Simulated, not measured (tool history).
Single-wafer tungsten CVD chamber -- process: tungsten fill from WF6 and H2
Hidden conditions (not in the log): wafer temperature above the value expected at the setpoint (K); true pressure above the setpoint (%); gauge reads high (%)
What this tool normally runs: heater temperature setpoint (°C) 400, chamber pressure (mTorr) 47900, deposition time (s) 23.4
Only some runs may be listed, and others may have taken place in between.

run	hour	heater temperature setpoint (°C)	chamber pressure (mTorr)	deposition time (s)	wafers since the last listed run	hours since the last thermocouple change	hours since the last manometer calibration	hours since the showerhead was replaced	hours since the gauge calibration	read-back reference wafer on the same gauge, thickness_nm	mean film thickness on the monitor wafer (angstrom)
1	0	397	47900	23.4	0	2440.8	1856	7934.3	125.3	86.99	707.78
2	12.6	400	47900	21	250	2453.4	1868.6	7946.9	137.9	86.995	666.26
3	22.1	389	47900	27	188	2462.9	1878.1	7956.4	147.4	86.993	706.69
4	35.5	389	47900	27	266	2476.3	1891.5	7969.8	160.8	87.021	706.77
5	48.2	389	47900	27	252	2489	1904.2	7982.5	173.5	87.005	708.27
6	65.6	400	47900	23.4	345	2506.4	1921.6	7999.9	190.9	86.998	739.21
7	76.8	400	47900	23.4	222	2517.6	1932.8	8011.1	202.1	86.96	738.65
8	83.1	396	53300	23.4	125	2523.9	1939.1	8017.4	208.4	87.047	736.48
9	100.7	400	47900	23.4	349	2541.5	1956.7	8035	226	87.061	737.25
# hour 108.9: gauge calibrated
10	118.2	400	47900	23.4	347	2559	1974.2	8052.5	9.3	87.027	735.52
# hour 132.3: showerhead replaced
11	132.8	400	36200	21.1	131	2573.6	1988.8	0.5	23.9	86.992	547
12	137.3	387	39200	20.2	89	2578.1	1993.3	5	28.4	87.028	441.3
13	155	408	51400	23.4	351	2595.8	2011	22.7	46.1	86.992	875.15
# hour 164.8: capacitance manometer re-zeroed and calibrated
14	165.3	408	51400	23.4	45	2606.1	0.5	33	56.4	86.997	906.92
# hour 176: thermocouple changed; heater temperature recalibrated
15	176.5	400	56000	23.4	63	0.5	11.7	44.2	67.6	86.976	908.43
16	192.6	408	47900	19.7	319	16.6	27.8	60.3	83.7	87.032	790.55
17	200.1	400	47900	23.4	149	24.1	35.3	67.8	91.2	86.994	827.21
18	214.1	405	57700	27.2	278	38.1	49.3	81.8	105.2	86.996	1161.32
19	228.3	400	47900	23.4	282	52.3	63.5	96	119.4	86.995	826.73
20	243	400	47900	19	292	67	78.2	110.7	134.1	86.947	668.17

Alternative continuations, all from the tool just after run 20; predict every row:
A	243.4	389	47900	23.4	7	67.4	78.6	111.1	134.5	?	?
B	243.4	395	55800	21.7	7	67.4	78.6	111.1	134.5	?	?
C	243.4	390	56500	20.9	7	67.4	78.6	111.1	134.5	?	?

run	read-back reference wafer on the same gauge, thickness_nm	mean film thickness on the monitor wafer (angstrom)
A	86.965	685.32
B	86.965	771.37
C	86.965	687.22
Without the tool's unlogged condition, the same runs would have read:
run	mean film thickness on the monitor wafer (angstrom)
A	687.42
B	773.66
C	689.24
